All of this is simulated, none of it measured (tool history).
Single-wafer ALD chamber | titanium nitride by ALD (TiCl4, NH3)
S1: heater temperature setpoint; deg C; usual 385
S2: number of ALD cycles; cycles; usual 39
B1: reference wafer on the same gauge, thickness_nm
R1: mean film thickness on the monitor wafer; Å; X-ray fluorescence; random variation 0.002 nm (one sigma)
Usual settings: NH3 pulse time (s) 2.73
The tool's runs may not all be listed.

{"run": 1, "hour": 0.0, "S1": 385, "S2": 39, "NH3 pulse time (s)": 2.73, "B1": 0.746, "R1": 7.87}
{"run": 2, "hour": 86.6, "S1": 385, "S2": 39, "NH3 pulse time (s)": 2.73, "B1": 0.745, "R1": 7.83}
{"run": 3, "hour": 129.3, "S1": 385, "S2": 39, "NH3 pulse time (s)": 2.73, "B1": 0.745, "R1": 7.8}
{"run": 4, "hour": 215.7, "S1": 385, "S2": 39, "NH3 pulse time (s)": 2.73, "B1": 0.745, "R1": 7.85}
{"run": 5, "hour": 445.1, "S1": 385, "S2": 39, "NH3 pulse time (s)": 2.73, "B1": 0.743, "R1": 7.82}
{"run": 6, "hour": 544.2, "S1": 385, "S2": 39, "NH3 pulse time (s)": 2.73, "B1": 0.743, "R1": 7.83}
{"run": 7, "hour": 632.5, "S1": 385, "S2": 39, "NH3 pulse time (s)": 2.73, "B1": 0.743, "R1": 7.83}
{"run": 8, "hour": 717.1, "S1": 385, "S2": 39, "NH3 pulse time (s)": 2.73, "B1": 0.742, "R1": 7.81}
{"run": 9, "hour": 818.3, "S1": 385, "S2": 39, "NH3 pulse time (s)": 2.73, "B1": 0.741, "R1": 7.83}
{"run": 10, "hour": 893.1, "S1": 385, "S2": 39, "NH3 pulse time (s)": 2.73, "B1": 0.742, "R1": 7.81}
{"run": 11, "hour": 931.7, "S1": 385, "S2": 34, "NH3 pulse time (s)": 2.73, "B1": 0.741, "R1": 6.81}
{"run": 12, "hour": 975.8, "S1": 385, "S2": 42, "NH3 pulse time (s)": 2.73, "B1": 0.74, "R1": 8.42}
{"run": 13, "hour": 1059.7, "S1": 385, "S2": 42, "NH3 pulse time (s)": 2.73, "B1": 0.74, "R1": 8.4}
{"run": 14, "hour": 1109.1, "S1": 374, "S2": 37, "NH3 pulse time (s)": 2.73, "B1": 0.74, "R1": 7.33}
{"run": 15, "hour": 1171.9, "S1": 385, "S2": 42, "NH3 pulse time (s)": 2.14, "B1": 0.749, "R1": 8.38}
{"run": 16, "hour": 1273.1, "S1": 385, "S2": 33, "NH3 pulse time (s)": 3.64, "B1": 0.749, "R1": 6.72}
{"run": 17, "hour": 1340.7, "S1": 385, "S2": 39, "NH3 pulse time (s)": 2.73, "B1": 0.748, "R1": 7.85}
{"run": 18, "hour": 1405.6, "S1": 385, "S2": 33, "NH3 pulse time (s)": 3.64, "B1": 0.749, "R1": 6.7}
{"run": 19, "hour": 1501.1, "S1": 385, "S2": 39, "NH3 pulse time (s)": 1.73, "B1": 0.749, "R1": 7.71}
{"run": 20, "hour": 1582.9, "S1": 385, "S2": 45, "NH3 pulse time (s)": 2.73, "B1": 0.749, "R1": 9.1}
{"run": 21, "hour": 1626.8, "S1": 385, "S2": 39, "NH3 pulse time (s)": 3.71, "B1": 0.748, "R1": 7.98}
{"run": 22, "hour": 1674.2, "S1": 385, "S2": 39, "NH3 pulse time (s)": 2.73, "B1": 0.748, "R1": 7.89}
{"run": 23, "hour": 1761.5, "S1": 385, "S2": 39, "NH3 pulse time (s)": 1.73, "B1": 0.749, "R1": 7.7}
{"run": 24, "hour": 1846.4, "S1": 397, "S2": 39, "NH3 pulse time (s)": 3.76, "B1": 0.748, "R1": 8.04}
{"run": 25, "hour": 1911.3, "S1": 396, "S2": 39, "NH3 pulse time (s)": 2.73, "B1": 0.748, "R1": 7.92}
{"run": 26, "hour": 2005.1, "S1": 371, "S2": 39, "NH3 pulse time (s)": 2.44, "B1": 0.748, "R1": 7.69}
{"run": 27, "hour": 2079.5, "S1": 385, "S2": 39, "NH3 pulse time (s)": 2.73, "B1": 0.748, "R1": 7.86}
{"run": 28, "hour": 2119.7, "S1": 372, "S2": 39, "NH3 pulse time (s)": 2.73, "B1": 0.748, "R1": 7.76}
{"run": 29, "hour": 2161.2, "S1": 398, "S2": 46, "NH3 pulse time (s)": 1.89, "B1": 0.748, "R1": 9.21}

Taken out of this log: 3 entries between the listed runs. Where each belongs, and how the hidden state differs across it:
Between runs 8 and 9: thermocouple changed; heater temperature recalibrated (hour 744)
  gauge reads high (%): -0.904 -> -0.981
  measured less the result without the state, R1: -0.07 -> -0.08 Å
Between runs 12 and 13: showerhead replaced (hour 986.9)
  gauge reads high (%): -1.11 -> -1.18
  measured less the result without the state, R1: -0.1 -> -0.1 Å
Between runs 14 and 15: gauge calibrated (hour 1141.8)
  gauge reads high (%): -1.22 -> -0.00732
  measured less the result without the state, R1: -0.09 -> +0 Å
